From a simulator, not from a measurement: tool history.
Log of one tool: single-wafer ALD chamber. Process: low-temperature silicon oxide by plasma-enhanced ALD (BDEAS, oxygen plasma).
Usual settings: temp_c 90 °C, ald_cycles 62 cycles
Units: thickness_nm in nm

run,hour,temp_c,ald_cycles,wafers since the last listed run,hours since the last thermocouple change,hours since the gauge calibration,"read-back reference wafer on the same gauge, thickness_nm",thickness_nm
1,0.0,90,66,0,910.5,1.6,7.138,8.226
2,18.6,90,66,88,929.1,20.2,7.142,8.206
3,51.2,90,66,154,961.7,52.8,7.142,8.183
4,65.8,90,62,69,976.3,67.4,7.136,7.695
5,86.7,90,52,98,997.2,88.3,7.137,6.478
6,116.4,90,62,140,1026.9,118.0,7.145,7.675
7,132.9,90,62,78,1043.4,134.5,7.139,7.695
8,150.6,90,62,83,1061.1,152.2,7.140,7.691
9,173.1,90,62,106,1083.6,174.7,7.138,7.672
10,201.2,90,62,133,1111.7,202.8,7.137,7.686
11,232.4,94,71,147,1142.9,234.0,7.137,8.684
12,267.4,94,71,165,1177.9,269.0,7.137,8.707
13,286.5,94,71,90,1197.0,288.1,7.138,8.711
14,302.9,96,72,77,1213.4,304.5,7.139,8.755
15,318.9,90,62,75,1229.4,320.5,7.143,7.681
16,351.2,90,62,152,1261.7,352.8,7.142,7.680
17,374.0,90,62,107,1284.5,375.6,7.144,7.634
18,386.8,98,62,60,1297.3,388.4,7.137,7.499
19,418.8,78,62,151,1329.3,420.4,7.137,7.937
20,454.8,90,62,170,1365.3,456.4,7.134,7.673
21,470.2,90,62,72,1380.7,471.8,7.139,7.685
22,485.7,90,65,73,1396.2,487.3,7.142,8.029
# hour 502.4: thermocouple changed; heater temperature recalibrated
23,502.9,102,51,43,0.5,504.5,7.139,6.168
24,513.6,77,73,50,11.2,515.2,7.137,9.482
25,542.7,99,54,137,40.3,544.3,7.142,6.577
# hour 580.0: gauge calibrated
26,612.8,100,62,331,110.4,32.8,7.137,7.537
27,632.0,76,56,90,129.6,52.0,7.137,7.333
28,662.5,99,70,144,160.1,82.5,7.143,8.511
29,689.1,81,52,125,186.7,109.1,7.137,6.666
30,704.8,90,53,74,202.4,124.8,7.141,6.597
31,736.3,77,72,149,233.9,156.3,7.137,9.340
32,753.5,98,57,81,251.1,173.5,7.138,6.946
33,785.7,80,55,152,283.3,205.7,7.137,7.090
34,801.0,90,62,72,298.6,221.0,7.140,7.727
35,832.0,97,56,146,329.6,252.0,7.141,6.828

Forecast each of these 5 alternatives for the next run:
A,832.5,90,62,2,330.1,252.5,?,?
B,832.5,90,51,2,330.1,252.5,?,?
C,832.5,84,62,2,330.1,252.5,?,?
D,832.5,94,62,2,330.1,252.5,?,?
E,832.5,100,58,2,330.1,252.5,?,?

run,"read-back reference wafer on the same gauge, thickness_nm",thickness_nm
A,7.140,7.776
B,7.140,6.396
C,7.140,7.920
D,7.140,7.680
E,7.140,7.055
Without the tool's hidden state the same runs would have given:
run,thickness_nm
A,7.819
B,6.431
C,7.962
D,7.723
E,7.090
